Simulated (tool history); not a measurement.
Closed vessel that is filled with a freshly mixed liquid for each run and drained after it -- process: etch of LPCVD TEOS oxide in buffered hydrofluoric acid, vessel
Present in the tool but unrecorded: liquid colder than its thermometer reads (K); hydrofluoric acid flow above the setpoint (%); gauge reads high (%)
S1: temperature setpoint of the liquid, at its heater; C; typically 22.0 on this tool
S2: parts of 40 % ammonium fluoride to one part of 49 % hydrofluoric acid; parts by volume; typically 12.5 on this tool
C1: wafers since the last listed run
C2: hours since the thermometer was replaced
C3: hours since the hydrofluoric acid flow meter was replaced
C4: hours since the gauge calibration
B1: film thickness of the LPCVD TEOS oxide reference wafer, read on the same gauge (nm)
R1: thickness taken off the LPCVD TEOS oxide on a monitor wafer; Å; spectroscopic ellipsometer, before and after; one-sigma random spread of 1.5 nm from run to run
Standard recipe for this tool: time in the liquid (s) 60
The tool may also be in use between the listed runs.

Run 1, hour 0.0: usual settings but S1 19.5 C; C1 0; C2 716.2; C3 1704.6; C4 666.9; B1 69.98. Result: R1 1899.9 Å.
Run 2, hour 6.2: usual settings but S1 19.5 C; C1 738; C2 722.4; C3 1710.8; C4 673.1; B1 69.99. Result: R1 1897.9 Å.
Run 3, hour 22.9: usual settings; C1 1989; C2 739.1; C3 1727.5; C4 689.8; B1 69.99. Result: R1 2136.1 Å.
Run 4, hour 33.7: usual settings; C1 1286; C2 749.9; C3 1738.3; C4 700.6; B1 69.99. Result: R1 2171.5 Å.
Run 5, hour 41.0: usual settings but S1 24.0 C, S2 9.5 parts by volume; C1 869; C2 757.2; C3 1745.6; C4 707.9; B1 70.03. Result: R1 3030.9 Å.
At hour 44.9: thermometer replaced.
Run 6, hour 56.7: usual settings but S1 24.0 C, S2 9.5 parts by volume; C1 1750; C2 11.8; C3 1761.3; C4 723.6; B1 70.02. Result: R1 3061.2 Å.
Run 7, hour 63.7: usual settings but S1 24.0 C, S2 9.5 parts by volume; C1 833; C2 18.8; C3 1768.3; C4 730.6; B1 69.99. Result: R1 3026.7 Å.
Run 8, hour 89.0: usual settings but S1 23.0 C; C1 3013; C2 44.1; C3 1793.6; C4 755.9; B1 69.98. Result: R1 2304.2 Å.
Run 9, hour 97.5: usual settings but S1 23.0 C; C1 1012; C2 52.6; C3 1802.1; C4 764.4; B1 70.01. Result: R1 2286.9 Å.
Run 10, hour 107.2: usual settings but S1 25.0 C; C1 1155; C2 62.3; C3 1811.8; C4 774.1; B1 69.96. Result: R1 2547.8 Å.
At hour 109.6: gauge calibrated.
Run 11, hour 120.8: usual settings but S2 17.5 parts by volume; C1 1619; C2 75.9; C3 1825.4; C4 11.2; B1 70.01. Result: R1 1557.5 Å.
Run 12, hour 136.4: usual settings; C1 1858; C2 91.5; C3 1841.0; C4 26.8; B1 70.00. Result: R1 2209.1 Å.
At hour 150.0: hydrofluoric acid flow meter replaced.
Run 13, hour 153.4: usual settings but S1 24.0 C; C1 1905; C2 108.5; C3 3.4; C4 43.8; B1 70.01. Result: R1 2580.6 Å.
Run 14, hour 171.3: usual settings but S2 16.0 parts by volume, time in the liquid (s) 85; C1 2132; C2 126.4; C3 21.3; C4 61.7; B1 70.01. Result: R1 2543.6 Å.
Run 15, hour 182.3: usual settings but S1 18.0 C, time in the liquid (s) 40; C1 1310; C2 137.4; C3 32.3; C4 72.7; B1 69.96. Result: R1 1212.8 Å.
Run 16, hour 195.3: usual settings; C1 1548; C2 150.4; C3 45.3; C4 85.7; B1 69.99. Result: R1 2287.4 Å.
Run 17, hour 208.4: usual settings but S2 9.5 parts by volume, time in the liquid (s) 85; C1 1560; C2 163.5; C3 58.4; C4 98.8; B1 70.03. Result: R1 4141.2 Å.
Run 18, hour 216.3: usual settings; C1 941; C2 171.4; C3 66.3; C4 106.7; B1 70.02. Result: R1 2317.8 Å.
Run 19, hour 239.8: usual settings but time in the liquid (s) 75; C1 2799; C2 194.9; C3 89.8; C4 130.2; B1 70.00. Result: R1 2840.3 Å.
Run 20, hour 251.6: usual settings but S1 24.0 C, S2 7.5 parts by volume, time in the liquid (s) 45; C1 1405; C2 206.7; C3 101.6; C4 142.0; B1 70.02. Result: R1 3133.9 Å.
At hour 266.2: hydrofluoric acid flow meter replaced, repeated, since the last time left the tool worse.
Run 21, hour 266.5: usual settings but S1 17.0 C; C1 1655; C2 221.6; C3 0.3; C4 156.9; B1 70.00. Result: R1 1517.8 Å.
Run 22, hour 277.4: usual settings but S1 23.5 C, time in the liquid (s) 35; C1 1298; C2 232.5; C3 11.2; C4 167.8; B1 70.01. Result: R1 1284.4 Å.
Run 23, hour 286.7: usual settings but S1 17.0 C, time in the liquid (s) 90; C1 1107; C2 241.8; C3 20.5; C4 177.1; B1 70.03. Result: R1 2282.8 Å.
Run 24, hour 302.9: usual settings; C1 1929; C2 258.0; C3 36.7; C4 193.3; B1 69.97. Result: R1 2008.6 Å.
Run 25, hour 356.6: usual settings but S1 18.5 C, S2 10.5 parts by volume, time in the liquid (s) 40; C1 6396; C2 311.7; C3 90.4; C4 247.0; B1 70.01. Result: R1 1305.6 Å.
Run 26, hour 373.6: usual settings but S1 20.0 C, S2 8.0 parts by volume, time in the liquid (s) 50; C1 2024; C2 328.7; C3 107.4; C4 264.0; B1 70.01. Result: R1 2278.7 Å.
Run 27, hour 389.6: usual settings but S1 24.0 C, S2 9.5 parts by volume; C1 1905; C2 344.7; C3 123.4; C4 280.0; B1 70.01. Result: R1 2864.9 Å.
Run 28, hour 403.7: usual settings but S1 19.5 C, S2 17.5 parts by volume, time in the liquid (s) 30; C1 1679; C2 358.8; C3 137.5; C4 294.1; B1 70.01. Result: R1 633.0 Å.
Run 29, hour 420.6: usual settings but S1 26.0 C, S2 9.5 parts by volume, time in the liquid (s) 75; C1 2013; C2 375.7; C3 154.4; C4 311.0; B1 69.99. Result: R1 4074.9 Å.
Run 30, hour 432.0: usual settings but S1 18.0 C, S2 15.5 parts by volume, time in the liquid (s) 30; C1 1357; C2 387.1; C3 165.8; C4 322.4; B1 70.00. Result: R1 657.0 Å.
Run 31, hour 441.7: usual settings but S1 20.5 C, S2 8.0 parts by volume, time in the liquid (s) 95; C1 1155; C2 396.8; C3 175.5; C4 332.1; B1 69.99. Result: R1 4509.3 Å.
Run 32, hour 453.0: usual settings but S1 24.5 C, S2 11.0 parts by volume, time in the liquid (s) 30; C1 1345; C2 408.1; C3 186.8; C4 343.4; B1 70.01. Result: R1 1321.9 Å.
Run 33, hour 460.0: usual settings but S1 25.0 C, time in the liquid (s) 95; C1 833; C2 415.1; C3 193.8; C4 350.4; B1 70.02. Result: R1 3851.1 Å.

Subtracting, for every run, the result it would have given without the tool's unlogged condition from the measured result gives the following. The same run-to-run variation enters both numbers; the gauge's scatter may not:
run      R1
  1  +148.1
  2  +148.4
  3  +168.4
  4  +172.0
  5  +197.2
  6  +201.4
  7  +200.1
  8  +187.7
  9  +187.1
 10  +209.3
 11  +129.8
 12  +184.2
 13  +330.2
 14  +329.2
 15  +156.7
 16  +296.4
 17  +504.9
 18  +301.9
 19  +372.5
 20  +408.9
 21   +22.0
 22   +19.3
 23   +35.3
 24   +32.5
 25   +24.3
 26   +49.0
 27   +37.3
 28   +13.3
 29   +56.8
 30   +14.6
 31  +112.8
 32   +30.5
 33   +90.1
